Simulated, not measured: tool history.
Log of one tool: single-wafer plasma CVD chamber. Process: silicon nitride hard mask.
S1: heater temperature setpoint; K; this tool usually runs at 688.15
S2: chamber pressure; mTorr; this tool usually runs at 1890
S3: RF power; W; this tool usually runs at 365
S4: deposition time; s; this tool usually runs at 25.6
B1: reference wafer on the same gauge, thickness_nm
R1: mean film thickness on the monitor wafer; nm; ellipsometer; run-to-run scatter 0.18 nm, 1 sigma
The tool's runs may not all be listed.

run   hour      S1    S2   S3    S4      B1      R1
  1    0.0  688.15  1890  365  25.6  39.683  34.326
  2   97.4  688.15  1890  365  25.6  39.738  33.856
  3  182.7  688.15  1890  365  25.6  39.698  33.776
  4  244.0  688.15  1890  365  25.6  39.788  33.718
  5  281.0  688.15  1890  365  25.6  39.751  33.972
  6  325.9  688.15  1890  365  25.6  39.748  33.503
  7  366.3  688.15  1890  365  25.6  39.765  33.888
     410.1  -- showerhead replaced
  8  442.1  688.15  1890  365  25.6  39.813  33.730
     485.6  -- thermocouple changed; heater temperature recalibrated
  9  512.6  688.15  1890  365  25.6  39.706  33.402
     590.6  -- capacitance manometer re-zeroed and calibrated
 10  617.5  678.15  1890  365  25.6  39.723  33.555
 11  697.1  688.15  1890  365  25.6  39.698  33.631
 12  772.8  688.15  1890  365  25.6  39.667  33.674
     804.8  -- RF generator calibrated
 13  836.6  702.15  1890  340  29.9  39.635  35.984

What does the tool deliver on the next run?
 14  889.6  688.15  2250  420  20.5   ?   ?

B1: 39.623
R1: 29.859 nm
Had the tool carried no hidden state, the very same run would have given R1 31.828 nm.

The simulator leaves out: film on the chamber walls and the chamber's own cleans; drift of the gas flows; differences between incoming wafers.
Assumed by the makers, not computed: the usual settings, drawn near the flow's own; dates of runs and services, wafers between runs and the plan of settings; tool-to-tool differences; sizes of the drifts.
